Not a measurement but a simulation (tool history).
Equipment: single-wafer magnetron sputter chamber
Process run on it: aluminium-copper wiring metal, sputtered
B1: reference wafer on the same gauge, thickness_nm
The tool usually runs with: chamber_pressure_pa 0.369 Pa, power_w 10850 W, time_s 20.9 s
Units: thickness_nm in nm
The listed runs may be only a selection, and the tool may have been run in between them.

Run 1, hour 0: usual settings but chamber_pressure_pa 0.337 Pa, time_s 23.3 s; B1 490.411. Result: thickness_nm 485.088 nm.
Run 2, hour 12.9: usual settings but chamber_pressure_pa 0.337 Pa, time_s 23.3 s; B1 489.919. Result: thickness_nm 479.406 nm.
Run 3, hour 47.5: usual settings but chamber_pressure_pa 0.337 Pa, time_s 23.3 s; B1 489.394. Result: thickness_nm 481.618 nm.
Run 4, hour 59.5: usual settings; B1 490.006. Result: thickness_nm 415.448 nm.
At hour 69.2: sputter target and shields replaced.
Run 5, hour 75: usual settings; B1 490.283. Result: thickness_nm 427.204 nm.
Run 6, hour 105.4: usual settings; B1 489.659. Result: thickness_nm 423.562 nm.
Run 7, hour 122: usual settings; B1 490.355. Result: thickness_nm 423.472 nm.
Run 8, hour 146.2: usual settings; B1 490.347. Result: thickness_nm 421.308 nm.
Run 9, hour 165.2: usual settings; B1 490.618. Result: thickness_nm 421.802 nm.
Run 10, hour 187.3: usual settings; B1 490.153. Result: thickness_nm 419.812 nm.
Run 11, hour 238.9: usual settings; B1 489.554. Result: thickness_nm 416.485 nm.
At hour 266: sputter target and shields replaced.
Run 12, hour 266.5: usual settings but chamber_pressure_pa 0.432 Pa; B1 489.322. Result: thickness_nm 407.753 nm.
Run 13, hour 276.8: usual settings but chamber_pressure_pa 0.432 Pa; B1 490.197. Result: thickness_nm 403.216 nm.
Run 14, hour 291: usual settings; B1 490.698. Result: thickness_nm 427.816 nm.
Run 15, hour 324.2: usual settings; B1 490.681. Result: thickness_nm 424.425 nm.
At hour 338.7: magnet pack replaced.
Run 16, hour 341.7: usual settings but time_s 16.9 s; B1 489.545. Result: thickness_nm 343.23 nm.
At hour 365.9: capacitance manometer re-zeroed and calibrated.
Run 17, hour 375.7: usual settings but chamber_pressure_pa 0.308 Pa, power_w 9200 W, time_s 22.7 s; B1 489.789. Result: thickness_nm 446.479 nm.
Run 18, hour 390.5: usual settings but power_w 11850 W, time_s 17.1 s; B1 490.305. Result: thickness_nm 358.556 nm.
Run 19, hour 421.6: usual settings; B1 489.751. Result: thickness_nm 417.952 nm.
At hour 424.7: gauge calibrated.
Run 20, hour 437.3: usual settings but time_s 23.6 s; B1 490.027. Result: thickness_nm 472.488 nm.
Run 21, hour 460.9: usual settings but chamber_pressure_pa 0.463 Pa, power_w 13050 W, time_s 16.9 s; B1 490.27. Result: thickness_nm 344.223 nm.
At hour 494.3: sputter target and shields replaced.
Run 22, hour 494.8: usual settings but chamber_pressure_pa 0.491 Pa, power_w 8550 W; B1 489.926. Result: thickness_nm 342.195 nm.
Run 23, hour 519.5: usual settings but chamber_pressure_pa 0.449 Pa, power_w 13500 W, time_s 17.2 s; B1 489.443. Result: thickness_nm 372.651 nm.
Run 24, hour 536.9: usual settings but chamber_pressure_pa 0.294 Pa, power_w 12100 W, time_s 23.9 s; B1 490.009. Result: thickness_nm 557.301 nm.
Run 25, hour 551.7: usual settings but power_w 9600 W, time_s 24.6 s; B1 489.915. Result: thickness_nm 469.612 nm.
Run 26, hour 577.3: usual settings but chamber_pressure_pa 0.472 Pa, time_s 18.6 s; B1 490.337. Result: thickness_nm 343.605 nm.
Run 27, hour 597.6: usual settings; B1 490.257. Result: thickness_nm 424.803 nm.
Run 28, hour 617.9: usual settings but chamber_pressure_pa 0.228 Pa, power_w 12500 W, time_s 16.8 s; B1 490.152. Result: thickness_nm 415.973 nm.

Some steps in thickness_nm, run to run, broken into two amounts with sign: the step expected even without the hidden condition (settings, incoming material, random variation), and the rest, left for the hidden condition together with whatever gauge scatter is not in both the measured and the hidden-condition-free result:
Hidden state at play: deposition rate above that of a new target (%); true argon pressure above the setpoint (%); gauge reads high (%).
Run 11 -> 12: chamber_pressure_pa 0.369 -> 0.432, sputter target and shields replaced. thickness_nm -8.732 nm: hidden state +10.717, all else -19.449.
Run 20 -> 21: chamber_pressure_pa 0.369 -> 0.463, power_w 10850 -> 13050, time_s 23.6 -> 16.9. thickness_nm -128.265 nm: hidden state +2.393, all else -130.658.
Run 21 -> 22: chamber_pressure_pa 0.463 -> 0.491, power_w 13050 -> 8550, time_s 16.9 -> 20.9, sputter target and shields replaced. thickness_nm -2.028 nm: hidden state +10.679, all else -12.707.
Run 23 -> 24: chamber_pressure_pa 0.449 -> 0.294, power_w 13500 -> 12100, time_s 17.2 -> 23.9. thickness_nm +184.65 nm: hidden state -2.045, all else +186.695.

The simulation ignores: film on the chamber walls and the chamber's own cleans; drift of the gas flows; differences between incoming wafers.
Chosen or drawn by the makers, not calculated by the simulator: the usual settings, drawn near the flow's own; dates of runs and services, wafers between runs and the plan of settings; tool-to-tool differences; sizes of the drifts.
